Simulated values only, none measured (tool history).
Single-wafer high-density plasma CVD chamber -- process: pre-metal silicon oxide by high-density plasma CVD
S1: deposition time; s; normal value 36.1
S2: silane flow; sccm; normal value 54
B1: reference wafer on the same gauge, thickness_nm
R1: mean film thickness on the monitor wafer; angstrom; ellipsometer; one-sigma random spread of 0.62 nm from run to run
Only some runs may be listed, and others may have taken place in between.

run	hour	S1	S2	B1	R1
1	0.0	36.1	54	185.984	1966.51
2	50.1	40.8	58	186.042	2345.84
3	105.2	36.1	59	185.969	2110.45
4	171.7	36.1	59	186.222	2119.26
5	211.7	36.1	59	185.895	2102.53
6	253.2	36.1	54	185.970	1973.95
7	299.2	36.1	54	185.980	1971.39
8	435.1	36.1	54	186.194	1975.41
9	474.4	36.1	54	185.994	1966.85
10	507.4	40.8	54	186.129	2234.47
11	550.8	33.5	54	186.120	1845.76
# hour 583.0: gauge calibrated
12	617.3	33.5	54	186.100	1842.78
13	668.5	36.1	59	186.025	2125.62
# hour 695.9: silane flow controller replaced
14	696.4	31.4	61	185.855	1814.46
15	727.1	36.1	60	185.995	2055.51
16	779.5	43.2	46	186.063	2022.27
17	827.2	32.0	54	186.186	1685.15
18	973.2	32.6	51	185.963	1647.37
19	1033.0	36.1	54	186.020	1895.45
20	1088.7	43.3	49	185.801	2124.63
21	1125.4	33.7	46	186.010	1590.13
22	1165.2	36.1	54	186.063	1907.40
# hour 1199.7: gauge calibrated
23	1215.3	33.0	54	186.040	1742.99
24	1258.0	29.8	50	186.183	1482.57
25	1289.7	36.1	54	185.987	1903.61

Below, each run's measurement less what the same run would have read without the hidden state. Both values contain the same run-to-run variation, but the gauge's scatter may not be the same in both:
Hidden state present: delivered silane flow above the setpoint (%); gauge reads high (%).
run	R1
1	+68.29
2	+82.87
3	+75.96
4	+77.96
5	+78.36
6	+74.54
7	+75.53
8	+78.88
9	+79.46
10	+91.14
11	+76.24
12	+77.57
13	+90.77
14	-1.55
15	-0.94
16	+0.44
17	+1.41
18	+4.46
19	+6.59
20	+8.90
21	+7.41
22	+9.86
23	+10.12
24	+9.42
25	+12.86
